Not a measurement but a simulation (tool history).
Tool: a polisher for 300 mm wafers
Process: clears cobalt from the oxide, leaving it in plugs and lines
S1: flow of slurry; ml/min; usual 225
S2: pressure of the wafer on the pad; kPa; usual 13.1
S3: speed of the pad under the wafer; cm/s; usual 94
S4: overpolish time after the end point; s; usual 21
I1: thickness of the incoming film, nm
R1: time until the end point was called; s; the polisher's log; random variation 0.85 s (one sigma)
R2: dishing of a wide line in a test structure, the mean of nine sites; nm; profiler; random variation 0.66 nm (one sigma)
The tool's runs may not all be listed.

run	hour	S1	S2	S3	S4	I1	R1	R2
1	0	285	13.1	94	14	284.7	60.3	47.4
# hour 9.9: worn pad replaced by a new one
2	13	160	13.1	94	21	280.8	57.3	60.5
3	30.9	160	13.1	94	21	279.6	56	61.3
4	46.3	160	13.1	94	21	277.6	58	60.9
5	56	225	13.1	94	21	276.6	55.8	61.8
6	68.6	225	13.1	94	21	277.7	58.6	59.6
7	80.7	225	13.1	94	21	283.6	58.2	59.2
8	89.9	225	13.1	94	26	276.2	60.4	67.5
9	101.1	225	13.1	94	21	275.2	61.6	58.7
# hour 109.2: worn pad replaced by a new one
10	109.7	225	13.1	94	21	281.1	54.7	62.4
11	121.2	225	13.1	94	31	283	54.4	75
12	138.3	225	13.1	104	16	283.9	51.5	54.9
13	153.2	225	13.1	94	21	278.6	56	63
14	159.4	280	13.1	94	31	285.9	56.2	75.3
15	172.8	225	13.1	94	21	279.1	60.1	59.8
16	182	160	13.1	94	14	283	62	45.1
# hour 194.1: slurry nozzle cleaned
17	195.8	225	9.7	68	30	284.9	111.4	51.3
# hour 204.4: head pressure recalibrated
# hour 208: worn pad replaced by a new one
18	208.5	205	15.2	82	34	279.2	53.5	78.1
19	219.6	225	13.1	94	21	284.6	57.4	61.6
20	234.3	180	15.2	94	21	275.3	47.9	65.9
21	249.9	170	13.1	94	21	277.9	57.6	61
22	260.3	225	13.1	94	21	277.4	58	61

Forecast each of these 5 alternatives for the next run:
A	260.7	225	13.1	94	21	284.8	?	?
B	260.7	280	13.1	66	21	284.8	?	?
C	260.7	300	13.1	66	21	284.8	?	?
D	260.7	225	8.3	94	27	284.8	?	?
E	260.7	225	13.1	86	21	284.8	?	?

run	R1	R2
A	58.7	61
B	76.8	51.9
C	76.4	52.1
D	93	54.1
E	63.3	58.5
Without the tool's hidden state the same runs would have given:
run	R1	R2
A	56.3	62.5
B	73.7	53.4
C	73.2	53.6
D	89.1	55.5
E	60.6	60
